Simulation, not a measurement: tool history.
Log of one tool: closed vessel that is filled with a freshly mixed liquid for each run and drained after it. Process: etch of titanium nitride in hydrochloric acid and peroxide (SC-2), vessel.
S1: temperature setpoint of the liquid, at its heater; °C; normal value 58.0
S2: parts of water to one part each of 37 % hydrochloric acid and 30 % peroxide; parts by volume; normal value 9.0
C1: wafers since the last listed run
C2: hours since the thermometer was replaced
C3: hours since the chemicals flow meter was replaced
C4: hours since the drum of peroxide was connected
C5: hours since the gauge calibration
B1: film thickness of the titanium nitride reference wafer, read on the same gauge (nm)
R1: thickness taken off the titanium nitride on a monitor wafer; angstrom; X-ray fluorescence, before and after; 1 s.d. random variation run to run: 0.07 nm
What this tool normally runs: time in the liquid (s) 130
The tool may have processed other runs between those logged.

Run 1, hour 0.0: usual settings but S1 65.0 °C; C1 0; C2 1944.2; C3 2241.3; C4 295.9; C5 649.7; B1 39.99. Result: R1 134.3 angstrom.
Run 2, hour 54.6: usual settings but S1 65.0 °C; C1 6202; C2 1998.8; C3 2295.9; C4 350.5; C5 704.3; B1 39.99. Result: R1 133.6 angstrom.
At hour 62.5: new drum of peroxide connected.
At hour 86.3: thermometer replaced.
Run 3, hour 88.2: usual settings but time in the liquid (s) 155; C1 3589; C2 1.9; C3 2329.5; C4 25.7; C5 737.9; B1 40.01. Result: R1 109.4 angstrom.
Run 4, hour 132.1: usual settings but time in the liquid (s) 155; C1 4987; C2 45.8; C3 2373.4; C4 69.6; C5 781.8; B1 40.02. Result: R1 106.9 angstrom.
Run 5, hour 171.7: usual settings; C1 4498; C2 85.4; C3 2413.0; C4 109.2; C5 821.4; B1 40.01. Result: R1 88.8 angstrom.
At hour 195.6: chemicals flow meter replaced.
Run 6, hour 215.9: usual settings; C1 4907; C2 129.6; C3 20.3; C4 153.4; C5 865.6; B1 40.01. Result: R1 98.9 angstrom.
Run 7, hour 239.9: usual settings; C1 2726; C2 153.6; C3 44.3; C4 177.4; C5 889.6; B1 40.00. Result: R1 99.0 angstrom.
Run 8, hour 297.9: usual settings; C1 6589; C2 211.6; C3 102.3; C4 235.4; C5 947.6; B1 40.00. Result: R1 96.6 angstrom.
Run 9, hour 369.2: usual settings; C1 8100; C2 282.9; C3 173.6; C4 306.7; C5 1018.9; B1 40.01. Result: R1 94.8 angstrom.
At hour 390.2: gauge calibrated.
At hour 400.4: new drum of peroxide connected.
Run 10, hour 407.3: usual settings; C1 4214; C2 321.0; C3 211.7; C4 6.9; C5 17.1; B1 40.02. Result: R1 101.9 angstrom.
Run 11, hour 476.3: usual settings; C1 7838; C2 390.0; C3 280.7; C4 75.9; C5 86.1; B1 39.99. Result: R1 98.9 angstrom.
Run 12, hour 504.0: usual settings; C1 3146; C2 417.7; C3 308.4; C4 103.6; C5 113.8; B1 39.99. Result: R1 98.6 angstrom.
Run 13, hour 569.1: usual settings; C1 7395; C2 482.8; C3 373.5; C4 168.7; C5 178.9; B1 40.06. Result: R1 98.0 angstrom.
Run 14, hour 618.5: usual settings but S2 10.0 parts by volume, time in the liquid (s) 185; C1 5612; C2 532.2; C3 422.9; C4 218.1; C5 228.3; B1 39.97. Result: R1 125.8 angstrom.
Run 15, hour 655.0: usual settings but S1 55.0 °C, time in the liquid (s) 80; C1 4146; C2 568.7; C3 459.4; C4 254.6; C5 264.8; B1 39.98. Result: R1 47.9 angstrom.
Run 16, hour 707.0: usual settings but S1 61.0 °C, S2 11.0 parts by volume, time in the liquid (s) 165; C1 5907; C2 620.7; C3 511.4; C4 306.6; C5 316.8; B1 40.01. Result: R1 121.4 angstrom.
Run 17, hour 734.1: usual settings but S2 4.5 parts by volume; C1 3078; C2 647.8; C3 538.5; C4 333.7; C5 343.9; B1 40.00. Result: R1 156.8 angstrom.
At hour 765.8: new drum of peroxide connected.
Run 18, hour 769.2: usual settings but S1 62.0 °C, time in the liquid (s) 170; C1 3873; C2 682.9; C3 573.6; C4 3.4; C5 379.0; B1 39.99. Result: R1 167.0 angstrom.
Run 19, hour 839.3: usual settings but time in the liquid (s) 70; C1 7963; C2 753.0; C3 643.7; C4 73.5; C5 449.1; B1 39.98. Result: R1 52.0 angstrom.
Run 20, hour 891.3: usual settings but S1 64.0 °C, time in the liquid (s) 70; C1 5907; C2 805.0; C3 695.7; C4 125.5; C5 501.1; B1 40.05. Result: R1 74.9 angstrom.
Run 21, hour 923.2: usual settings but S1 66.5 °C, S2 12.0 parts by volume; C1 3624; C2 836.9; C3 727.6; C4 157.4; C5 533.0; B1 40.01. Result: R1 125.8 angstrom.
Run 22, hour 954.4: usual settings but S1 54.0 °C, S2 7.5 parts by volume; C1 3544; C2 868.1; C3 758.8; C4 188.6; C5 564.2; B1 40.02. Result: R1 84.2 angstrom.
Run 23, hour 1023.4: usual settings but time in the liquid (s) 160; C1 7838; C2 937.1; C3 827.8; C4 257.6; C5 633.2; B1 40.03. Result: R1 113.3 angstrom.
Run 24, hour 1069.3: usual settings but S1 50.0 °C, time in the liquid (s) 160; C1 5214; C2 983.0; C3 873.7; C4 303.5; C5 679.1; B1 39.98. Result: R1 67.1 angstrom.
At hour 1090.6: new drum of peroxide connected.
Run 25, hour 1102.4: usual settings but S1 67.0 °C, S2 6.5 parts by volume, time in the liquid (s) 150; C1 3646; C2 1016.1; C3 906.8; C4 11.8; C5 712.2; B1 40.04. Result: R1 256.9 angstrom.
Run 26, hour 1168.9: usual settings but S1 51.0 °C, time in the liquid (s) 190; C1 7554; C2 1082.6; C3 973.3; C4 78.3; C5 778.7; B1 40.03. Result: R1 88.7 angstrom.
Run 27, hour 1208.8: usual settings; C1 4532; C2 1122.5; C3 1013.2; C4 118.2; C5 818.6; B1 40.00. Result: R1 96.1 angstrom.
Run 28, hour 1243.9: usual settings but S1 66.0 °C, S2 10.0 parts by volume, time in the liquid (s) 70; C1 3987; C2 1157.6; C3 1048.3; C4 153.3; C5 853.7; B1 39.98. Result: R1 77.0 angstrom.

Branching from run 28: 5 alternative next runs. What would each branch give?
Run A, hour 1244.6: usual settings; C1 79; C2 1158.3; C3 1049.0; C4 154.0; C5 854.4; B1 ?. Result: R1 ?.
Run B, hour 1244.6: usual settings but S1 65.0 °C, S2 7.0 parts by volume, time in the liquid (s) 170; C1 79; C2 1158.3; C3 1049.0; C4 154.0; C5 854.4; B1 ?. Result: R1 ?.
Run C, hour 1244.6: usual settings but S2 7.0 parts by volume, time in the liquid (s) 55; C1 79; C2 1158.3; C3 1049.0; C4 154.0; C5 854.4; B1 ?. Result: R1 ?.
Run D, hour 1244.6: usual settings but S2 12.0 parts by volume, time in the liquid (s) 180; C1 79; C2 1158.3; C3 1049.0; C4 154.0; C5 854.4; B1 ?. Result: R1 ?.
Run E, hour 1244.6: usual settings but S2 6.5 parts by volume; C1 79; C2 1158.3; C3 1049.0; C4 154.0; C5 854.4; B1 ?. Result: R1 ?.

run     B1     R1
  A  40.02   94.1
  B  40.02  233.2
  C  40.02   48.8
  D  40.02  102.1
  E  40.02  122.3
Had the tool no hidden state, the same runs would have come out as:
run     R1
  A  102.0
  B  252.0
  C   52.7
  D  111.0
  E  132.0
